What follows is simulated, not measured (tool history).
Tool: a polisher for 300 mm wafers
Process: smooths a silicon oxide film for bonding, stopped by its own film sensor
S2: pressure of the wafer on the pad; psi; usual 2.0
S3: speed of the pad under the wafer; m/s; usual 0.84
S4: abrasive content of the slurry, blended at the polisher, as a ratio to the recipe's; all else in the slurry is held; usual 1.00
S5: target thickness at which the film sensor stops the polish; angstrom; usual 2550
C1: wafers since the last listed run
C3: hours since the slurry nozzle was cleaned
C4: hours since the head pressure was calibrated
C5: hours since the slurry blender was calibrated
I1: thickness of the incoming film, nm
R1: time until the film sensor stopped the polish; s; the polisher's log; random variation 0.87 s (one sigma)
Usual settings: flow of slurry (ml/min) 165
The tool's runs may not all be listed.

Run 1, hour 0.0: usual settings but flow of slurry (ml/min) 200, S3 0.74 m/s; C1 0; wafers polished on this pad 952; C3 304.1; C4 938.1; C5 288.8; I1 307.2. Result: R1 99.5 s.
Run 2, hour 28.8: usual settings; C1 264; wafers polished on this pad 1216; C3 332.9; C4 966.9; C5 317.6; I1 312.2. Result: R1 103.6 s.
Run 3, hour 45.3: usual settings but flow of slurry (ml/min) 130, S3 1.00 m/s; C1 151; wafers polished on this pad 1368; C3 349.4; C4 983.4; C5 334.1; I1 304.5. Result: R1 80.7 s.
At hour 65.7: slurry nozzle cleaned.
At hour 66.1: worn pad replaced by a new one.
Run 4, hour 66.6: usual settings but flow of slurry (ml/min) 130, S3 1.00 m/s; C1 182; wafers polished on this pad 4; C3 0.9; C4 1004.7; C5 355.4; I1 309.7. Result: R1 89.6 s.
At hour 78.7: slurry blender recalibrated.
Run 5, hour 81.7: usual settings but flow of slurry (ml/min) 130, S3 1.00 m/s; C1 120; wafers polished on this pad 124; C3 16.0; C4 1019.8; C5 3.0; I1 313.6. Result: R1 88.2 s.
Run 6, hour 96.9: usual settings; C1 139; wafers polished on this pad 264; C3 31.2; C4 1035.0; C5 18.2; I1 310.5. Result: R1 92.8 s.
Run 7, hour 148.5: usual settings; C1 474; wafers polished on this pad 739; C3 82.8; C4 1086.6; C5 69.8; I1 308.1. Result: R1 89.3 s.
Run 8, hour 178.8: usual settings; C1 278; wafers polished on this pad 1017; C3 113.1; C4 1116.9; C5 100.1; I1 306.2. Result: R1 85.5 s.
At hour 204.3: head pressure recalibrated.
Run 9, hour 204.8: usual settings; C1 220; wafers polished on this pad 1238; C3 139.1; C4 0.5; C5 126.1; I1 307.3. Result: R1 89.0 s.
Run 10, hour 228.9: usual settings; C1 221; wafers polished on this pad 1460; C3 163.2; C4 24.6; C5 150.2; I1 308.7. Result: R1 90.0 s.
At hour 237.2: worn pad replaced by a new one.
Run 11, hour 242.3: usual settings; C1 86; wafers polished on this pad 46; C3 176.6; C4 38.0; C5 163.6; I1 311.5. Result: R1 95.3 s.
Run 12, hour 259.8: usual settings but flow of slurry (ml/min) 135; C1 160; wafers polished on this pad 207; C3 194.1; C4 55.5; C5 181.1; I1 312.0. Result: R1 99.2 s.
Run 13, hour 294.6: usual settings; C1 320; wafers polished on this pad 527; C3 228.9; C4 90.3; C5 215.9; I1 313.8. Result: R1 100.2 s.
Run 14, hour 309.1: usual settings but flow of slurry (ml/min) 200, S3 1.02 m/s; C1 133; wafers polished on this pad 661; C3 243.4; C4 104.8; C5 230.4; I1 305.4. Result: R1 72.8 s.
Run 15, hour 328.8: usual settings but flow of slurry (ml/min) 125, S3 0.58 m/s; C1 181; wafers polished on this pad 842; C3 263.1; C4 124.5; C5 250.1; I1 312.1. Result: R1 139.4 s.
Run 16, hour 355.5: usual settings but flow of slurry (ml/min) 125, S3 1.00 m/s, S5 2400 angstrom; C1 245; wafers polished on this pad 1087; C3 289.8; C4 151.2; C5 276.8; I1 305.5. Result: R1 105.6 s.
Run 17, hour 380.9: usual settings but flow of slurry (ml/min) 220; C1 233; wafers polished on this pad 1321; C3 315.2; C4 176.6; C5 302.2; I1 314.3. Result: R1 102.2 s.
Run 18, hour 407.0: usual settings; C1 240; wafers polished on this pad 1561; C3 341.3; C4 202.7; C5 328.3; I1 311.7. Result: R1 101.3 s.
At hour 431.1: worn pad replaced by a new one.
Run 19, hour 435.6: usual settings but flow of slurry (ml/min) 125, S5 2700 angstrom; C1 226; wafers polished on this pad 41; C3 369.9; C4 231.3; C5 356.9; I1 308.9. Result: R1 75.9 s.
At hour 444.3: slurry blender recalibrated.
Run 20, hour 458.3: usual settings but flow of slurry (ml/min) 190, S5 2610 angstrom; C1 190; wafers polished on this pad 231; C3 392.6; C4 254.0; C5 14.0; I1 309.2. Result: R1 78.1 s.
At hour 470.4: slurry nozzle cleaned.
Run 21, hour 477.4: usual settings but S4 0.90; C1 166; wafers polished on this pad 398; C3 7.0; C4 273.1; C5 33.1; I1 305.1. Result: R1 86.9 s.
Run 22, hour 501.0: usual settings but S2 2.7 psi, S3 1.04 m/s, S4 1.30, S5 2380 angstrom; C1 217; wafers polished on this pad 615; C3 30.6; C4 296.7; C5 56.7; I1 312.8. Result: R1 71.3 s.
Run 23, hour 518.1: usual settings but flow of slurry (ml/min) 185, S4 1.15; C1 157; wafers polished on this pad 772; C3 47.7; C4 313.8; C5 73.8; I1 305.5. Result: R1 78.5 s.
Run 24, hour 544.7: usual settings but S3 0.66 m/s; C1 244; wafers polished on this pad 1017; C3 74.3; C4 340.4; C5 100.4; I1 311.8. Result: R1 116.2 s.
Run 25, hour 566.4: usual settings; C1 199; wafers polished on this pad 1216; C3 96.0; C4 362.1; C5 122.1; I1 308.9. Result: R1 90.4 s.
Run 26, hour 584.8: usual settings but S4 0.80; C1 169; wafers polished on this pad 1385; C3 114.4; C4 380.5; C5 140.5; I1 306.8. Result: R1 95.0 s.
At hour 590.2: worn pad replaced by a new one.
Run 27, hour 605.6: usual settings but flow of slurry (ml/min) 190, S2 1.4 psi, S3 0.62 m/s; C1 154; wafers polished on this pad 142; C3 135.2; C4 401.3; C5 161.3; I1 311.5. Result: R1 164.6 s.
Run 28, hour 620.0: usual settings but flow of slurry (ml/min) 135, S2 2.5 psi, S3 0.68 m/s, S5 2710 angstrom; C1 132; wafers polished on this pad 274; C3 149.6; C4 415.7; C5 175.7; I1 309.1. Result: R1 63.9 s.
Run 29, hour 638.4: usual settings but S3 0.70 m/s; C1 169; wafers polished on this pad 443; C3 168.0; C4 434.1; C5 194.1; I1 304.6. Result: R1 97.0 s.
Run 30, hour 655.5: usual settings but S2 2.7 psi, S3 1.04 m/s, S4 1.30, S5 2380 angstrom; C1 157; wafers polished on this pad 600; C3 185.1; C4 451.2; C5 211.2; I1 312.5. Result: R1 73.2 s.

The tool's hidden state at each run:
removal rate lost through wear of the pad, %: 0 in every run
slurry flow missing at the pad, %: 0 in every run
deviation of the head's pressure from its setpoint, %: 0 in every run
H1: abrasive missing from the slurry, %
run     H1
  1     13
  2   15.6
  3   17.2
  4   19.4
  5   1.61
  6   1.66
  7   2.35
  8   3.12
  9   4.01
 10   5.01
 11   5.64
 12   6.55
 13   8.63
 14   9.61
 15     11
 16   13.2
 17   15.4
 18   17.8
 19   20.8
 20  0.861
 21  0.996
 22   1.32
 23   1.65
 24   2.35
 25   3.08
 26   3.81
 27   4.75
 28   5.48
 29   6.51
 30   7.55
